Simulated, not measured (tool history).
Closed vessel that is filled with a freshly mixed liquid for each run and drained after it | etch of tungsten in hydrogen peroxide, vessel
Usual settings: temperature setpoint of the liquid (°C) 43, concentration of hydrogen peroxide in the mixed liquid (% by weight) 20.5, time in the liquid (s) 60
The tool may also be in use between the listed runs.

run,hour,temperature setpoint of the liquid (°C),concentration of hydrogen peroxide in the mixed liquid (% by weight),time in the liquid (s),"read-back film thickness of the tungsten reference wafer, read on the same gauge (nm)",thickness taken off the tungsten on a monitor wafer (angstrom)
1,0,43,20.5,60,59.99,893.7
2,23,43,20.5,60,59.98,876.9
3,53.5,43,20.5,60,59.99,877.2
4,88.3,43,20.5,60,60.03,872.4
# hour 120.4: new drum of peroxide connected
5,120.8,43,20.5,60,60,903.9
6,155.3,43,20.5,60,60.03,907.7
7,180.4,43,25,40,60,656.4
8,204.7,43,25,40,60,660.5
9,240,39,25,60,59.95,760.8
10,269,39,25,60,59.93,734.5
11,299.8,39,25,60,59.97,735.5
12,313.6,43,22.5,60,59.98,910.7
# hour 315.4: peroxide flow meter replaced
# hour 320.9: gauge calibrated
13,379.2,34,20.5,60,60.01,464.7
14,399.5,47,26,30,60.01,615.8
15,430.6,43,20.5,60,60.02,844.4
16,450.2,46,19,35,59.98,574.4
# hour 460.1: new drum of peroxide connected
17,484.5,43,20.5,80,60.01,1150.5
18,520.1,43,20.5,35,60.06,495.9
# hour 521.3: thermometer replaced
19,621.3,35.5,20.5,60,59.98,588.3
20,635.9,48,23.5,60,60.03,1437.1
21,653,43,15.5,70,59.98,967.6
22,680.8,43,20.5,60,59.99,954.9

Branching from run 22: 5 alternative next runs. What would each branch give?
A,681.5,43,20.5,60,?,?
B,681.5,33.5,26,50,?,?
C,681.5,50.5,23,75,?,?
D,681.5,46,20.5,60,?,?
E,681.5,43,20.5,75,?,?

run,"read-back film thickness of the tungsten reference wafer, read on the same gauge (nm)",thickness taken off the tungsten on a monitor wafer (angstrom)
A,60.01,960.6
B,60.01,481.6
C,60.01,2032.7
D,60.01,1161.8
E,60.01,1200.7
The same runs, with their run-to-run variation unchanged, on a tool lacking any hidden condition would have given:
run,thickness taken off the tungsten on a monitor wafer (angstrom)
A,1007.2
B,505.7
C,2129
D,1217.7
E,1259
